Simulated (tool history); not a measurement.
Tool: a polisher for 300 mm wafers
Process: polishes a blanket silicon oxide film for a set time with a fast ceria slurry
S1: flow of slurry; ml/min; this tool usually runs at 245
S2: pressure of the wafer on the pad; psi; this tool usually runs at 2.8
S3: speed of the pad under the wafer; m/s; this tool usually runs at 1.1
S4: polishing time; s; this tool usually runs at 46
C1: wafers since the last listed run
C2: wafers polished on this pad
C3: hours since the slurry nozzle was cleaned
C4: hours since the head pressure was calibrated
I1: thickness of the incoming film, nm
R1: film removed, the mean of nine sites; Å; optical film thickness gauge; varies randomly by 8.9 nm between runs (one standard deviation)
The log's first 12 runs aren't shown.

run     day   S1   S2    S3  S4   C1   C2     C3     C4      I1    R1
 13   6.154  245  2.8   1.1  46  136  183  811.4  497.4  3932.8  6556
      6.492  -- slurry nozzle cleaned
 14   6.512  285  2.8   1.1  46  107  290    0.5    506  3858.6  6633
 15   6.925  285  2.8   1.1  46  139  430   10.4  515.9  3821.8  6433
 16   7.492  285  2.8   1.1  46  191  621     24  529.5  3876.2  6440
      8.929  -- worn pad replaced by a new one
 17   9.233  245  2.8   1.1  46  533  102   65.8  571.3  3831.4  6528
      9.479  -- head pressure recalibrated
 18   9.729  220    2   1.2  46  139  242   77.7      6  3868.9  5110
 19  10.079  280  2.2  0.92  38  118  360   86.1   14.4  3847.1  3762
 20  10.521  195  3.1   1.1  58  149  510   96.7     25  3796.4  8621
 21  10.917  245  2.8   1.1  46  133  644  106.2   34.5    3886  6248
 22  11.454  245  2.8   1.1  46  181  826  119.1   47.4  3927.7  6209
         12  -- worn pad replaced by a new one
 23  12.146  195  3.1   1.1  58  177   49  135.7     64  3810.8  8976
 24  12.783  245  2.8   1.1  51  215  265    151   79.3  3912.1  7130
 25  13.146  200  2.8   1.1  46  122  387  159.7     88  3821.8  6223
 26  13.425  245  3.5   1.1  58   94  482  166.4   94.7  3873.5  9963
 27  14.062  245  2.8   1.1  46  215  698  181.7    110  3834.9  6196
 28  14.433  245  2.8   1.1  46  125  823  190.6  118.9    3841  6229
      14.85  -- worn pad replaced by a new one
 29  14.946  185  2.8   1.1  46  117   31  202.9  131.2  3877.2  6483
 30  15.629  320  2.8  0.78  46  231  263  219.3  147.6  3840.8  4812
 31  16.138  195  2.8   1.1  42  172  435  231.5  159.8  3884.1  5873
 32  16.508  180  1.9  0.76  50  125  560  240.4  168.7  3851.3  3351

Consider 3 possible next runs. They are alternatives, not a sequence: every one starts from the tool as it was left by run 32. What does each give?
  A  16.525  245  2.8  1.1  46   5  566  240.8  169.1  3840.7   ?
  B  16.525  245  1.9  1.1  46   5  566  240.8  169.1  3840.7   ?
  C  16.525  300  2.8  1.1  46   5  566  240.8  169.1  3840.7   ?

run    R1
  A  6504
  B  4477
  C  6588
The same runs, with their run-to-run variation unchanged, on a tool lacking any hidden condition would have given:
run    R1
  A  6756
  B  4651
  C  6844
